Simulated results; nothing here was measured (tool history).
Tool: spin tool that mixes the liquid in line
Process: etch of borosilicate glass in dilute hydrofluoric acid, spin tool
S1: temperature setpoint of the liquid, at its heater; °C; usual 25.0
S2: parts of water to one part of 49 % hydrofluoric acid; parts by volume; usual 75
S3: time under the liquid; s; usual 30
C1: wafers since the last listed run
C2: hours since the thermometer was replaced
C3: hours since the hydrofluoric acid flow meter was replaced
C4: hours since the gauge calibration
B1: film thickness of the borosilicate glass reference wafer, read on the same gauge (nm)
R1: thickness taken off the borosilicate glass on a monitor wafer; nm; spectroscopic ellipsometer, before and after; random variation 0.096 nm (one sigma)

{"run": 1, "hour": 0.0, "S1": 25.0, "S2": 75, "S3": 30, "C1": 0, "C2": 446.1, "C3": 250.9, "C4": 417.6, "B1": 69.98, "R1": 21.68}
{"run": 2, "hour": 15.5, "S1": 25.0, "S2": 75, "S3": 30, "C1": 187, "C2": 461.6, "C3": 266.4, "C4": 433.1, "B1": 69.97, "R1": 21.74}
{"run": 3, "hour": 33.6, "S1": 25.0, "S2": 75, "S3": 30, "C1": 218, "C2": 479.7, "C3": 284.5, "C4": 451.2, "B1": 70.02, "R1": 21.71}
{"run": 4, "hour": 50.4, "S1": 25.0, "S2": 75, "S3": 30, "C1": 202, "C2": 496.5, "C3": 301.3, "C4": 468.0, "B1": 70.01, "R1": 21.52}
{"run": 5, "hour": 77.1, "S1": 25.0, "S2": 75, "S3": 30, "C1": 322, "C2": 523.2, "C3": 328.0, "C4": 494.7, "B1": 70.02, "R1": 21.66}
{"run": 6, "hour": 96.5, "S1": 25.0, "S2": 75, "S3": 30, "C1": 234, "C2": 542.6, "C3": 347.4, "C4": 514.1, "B1": 70.02, "R1": 21.91}
{"run": 7, "hour": 116.6, "S1": 25.0, "S2": 75, "S3": 30, "C1": 242, "C2": 562.7, "C3": 367.5, "C4": 534.2, "B1": 70.02, "R1": 21.79}
{"run": 8, "hour": 130.8, "S1": 25.0, "S2": 75, "S3": 30, "C1": 171, "C2": 576.9, "C3": 381.7, "C4": 548.4, "B1": 70.02, "R1": 21.65}
{"run": 9, "hour": 193.4, "S1": 25.0, "S2": 105, "S3": 30, "C1": 755, "C2": 639.5, "C3": 444.3, "C4": 611.0, "B1": 70.02, "R1": 15.11}
{"run": 10, "hour": 213.9, "S1": 25.0, "S2": 85, "S3": 15, "C1": 247, "C2": 660.0, "C3": 464.8, "C4": 631.5, "B1": 69.98, "R1": 9.51}
{"run": 11, "hour": 233.5, "S1": 25.0, "S2": 85, "S3": 15, "C1": 236, "C2": 679.6, "C3": 484.4, "C4": 651.1, "B1": 70.01, "R1": 9.47}
{"run": 12, "hour": 261.1, "S1": 25.0, "S2": 85, "S3": 15, "C1": 332, "C2": 707.2, "C3": 512.0, "C4": 678.7, "B1": 70.0, "R1": 9.47}
{"run": 13, "hour": 288.4, "S1": 25.0, "S2": 75, "S3": 30, "C1": 329, "C2": 734.5, "C3": 539.3, "C4": 706.0, "B1": 70.0, "R1": 21.9}
{"run": 14, "hour": 314.5, "S1": 22.0, "S2": 50, "S3": 30, "C1": 314, "C2": 760.6, "C3": 565.4, "C4": 732.1, "B1": 69.98, "R1": 30.2}
{"run": 15, "hour": 337.4, "S1": 25.0, "S2": 75, "S3": 50, "C1": 276, "C2": 783.5, "C3": 588.3, "C4": 755.0, "B1": 69.98, "R1": 36.18}
{"hour": 346.5, "done": "gauge calibrated"}
{"run": 16, "hour": 359.6, "S1": 23.0, "S2": 75, "S3": 50, "C1": 267, "C2": 805.7, "C3": 610.5, "C4": 13.1, "B1": 69.96, "R1": 33.56}
{"run": 17, "hour": 383.6, "S1": 25.0, "S2": 75, "S3": 30, "C1": 289, "C2": 829.7, "C3": 634.5, "C4": 37.1, "B1": 69.97, "R1": 21.94}
{"hour": 387.8, "done": "hydrofluoric acid flow meter replaced"}
{"run": 18, "hour": 400.7, "S1": 25.0, "S2": 50, "S3": 15, "C1": 194, "C2": 846.8, "C3": 12.9, "C4": 54.2, "B1": 70.01, "R1": 17.47}
{"run": 19, "hour": 420.5, "S1": 27.5, "S2": 75, "S3": 30, "C1": 238, "C2": 866.6, "C3": 32.7, "C4": 74.0, "B1": 70.0, "R1": 24.73}
{"run": 20, "hour": 453.4, "S1": 25.0, "S2": 90, "S3": 50, "C1": 396, "C2": 899.5, "C3": 65.6, "C4": 106.9, "B1": 70.0, "R1": 30.54}
{"run": 21, "hour": 473.2, "S1": 28.0, "S2": 50, "S3": 30, "C1": 238, "C2": 919.3, "C3": 85.4, "C4": 126.7, "B1": 69.98, "R1": 38.93}
{"run": 22, "hour": 490.1, "S1": 25.0, "S2": 75, "S3": 30, "C1": 203, "C2": 936.2, "C3": 102.3, "C4": 143.6, "B1": 70.0, "R1": 22.25}
{"hour": 491.8, "done": "thermometer replaced"}
{"run": 23, "hour": 508.4, "S1": 21.5, "S2": 75, "S3": 30, "C1": 208, "C2": 16.6, "C3": 120.6, "C4": 161.9, "B1": 70.0, "R1": 18.45}
{"run": 24, "hour": 526.4, "S1": 25.0, "S2": 40, "S3": 45, "C1": 217, "C2": 34.6, "C3": 138.6, "C4": 179.9, "B1": 70.02, "R1": 63.06}
{"run": 25, "hour": 551.8, "S1": 26.5, "S2": 75, "S3": 45, "C1": 306, "C2": 60.0, "C3": 164.0, "C4": 205.3, "B1": 70.0, "R1": 33.72}
{"run": 26, "hour": 581.5, "S1": 25.0, "S2": 75, "S3": 30, "C1": 358, "C2": 89.7, "C3": 193.7, "C4": 235.0, "B1": 70.0, "R1": 21.35}

The next listed run, before its measurement:
{"run": 27, "hour": 595.6, "S1": 25.0, "S2": 75, "S3": 35, "C1": 170, "C2": 103.8, "C3": 207.8, "C4": 249.1, "B1": "?", "R1": "?"}

B1: 70.03
R1: 24.86 nm
Without the tool's hidden state the same run would have given R1 24.86 nm.

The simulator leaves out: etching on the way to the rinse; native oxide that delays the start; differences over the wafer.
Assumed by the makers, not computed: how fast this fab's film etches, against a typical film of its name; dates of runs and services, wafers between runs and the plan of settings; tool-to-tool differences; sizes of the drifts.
